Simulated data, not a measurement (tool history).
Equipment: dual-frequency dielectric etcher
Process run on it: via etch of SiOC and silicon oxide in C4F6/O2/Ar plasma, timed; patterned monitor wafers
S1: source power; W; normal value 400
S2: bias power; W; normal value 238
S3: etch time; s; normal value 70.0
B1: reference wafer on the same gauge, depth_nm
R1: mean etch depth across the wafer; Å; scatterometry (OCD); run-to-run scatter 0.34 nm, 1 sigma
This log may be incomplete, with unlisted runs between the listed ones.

run,hour,S1,S2,S3,B1,R1
1,0.0,400,238,86.0,74.9,1027
2,54.6,360,238,70.0,74.8,802
3,89.3,400,238,70.0,74.9,828
4,161.1,400,238,70.0,74.9,826
5,214.6,400,238,70.0,74.8,821
6,248.9,400,238,70.0,74.8,821
7,281.2,400,238,70.0,74.8,821
8,306.4,400,238,70.0,74.8,817
9,337.0,400,279,70.0,74.7,854
# hour 369.9: wet clean of the chamber
10,391.5,400,238,70.0,74.8,804
11,461.6,400,238,70.0,74.8,801
12,489.3,400,238,70.0,74.9,797
# hour 523.1: wet clean of the chamber, repeated, since the last time left the tool worse
13,524.2,360,238,85.0,74.9,979
14,560.3,370,280,70.0,74.9,851
# hour 633.9: upper electrode replaced
15,657.6,400,238,86.0,74.7,1025
16,718.5,400,255,76.0,74.8,909
# hour 728.7: bias power generator calibrated
17,744.3,500,272,52.0,74.8,686
18,813.2,400,276,64.5,74.8,790
# hour 815.5: gauge calibrated
19,878.5,370,238,57.5,74.8,651
# hour 894.0: source power generator calibrated
# hour 939.2: wet clean of the chamber
20,939.7,340,200,57.0,74.8,622
21,962.7,430,287,70.0,74.8,897
22,1027.8,330,270,70.0,74.9,814
23,1065.7,400,283,85.0,74.9,1060
24,1133.0,450,269,61.5,74.8,786
25,1183.3,400,238,70.0,74.8,822

Table of differences, measured result less the result of that run with no hidden state. Run-to-run variation is the same in both. Gauge scatter possibly is not:
The tool's hidden condition here consists of: etch rate over this chamber's usual, %; source power that arrives over what is set, %; bias power that arrives over what is set, %; gauge reads high (%).
run,R1
1,-3
2,-6
3,-8
4,-12
5,-16
6,-18
7,-20
8,-21
9,-24
10,-39
11,-43
12,-45
13,-3
14,-5
15,-13
16,-16
17,-13
18,-19
19,-19
20,+0
21,-3
22,-6
23,-11
24,-12
25,-16
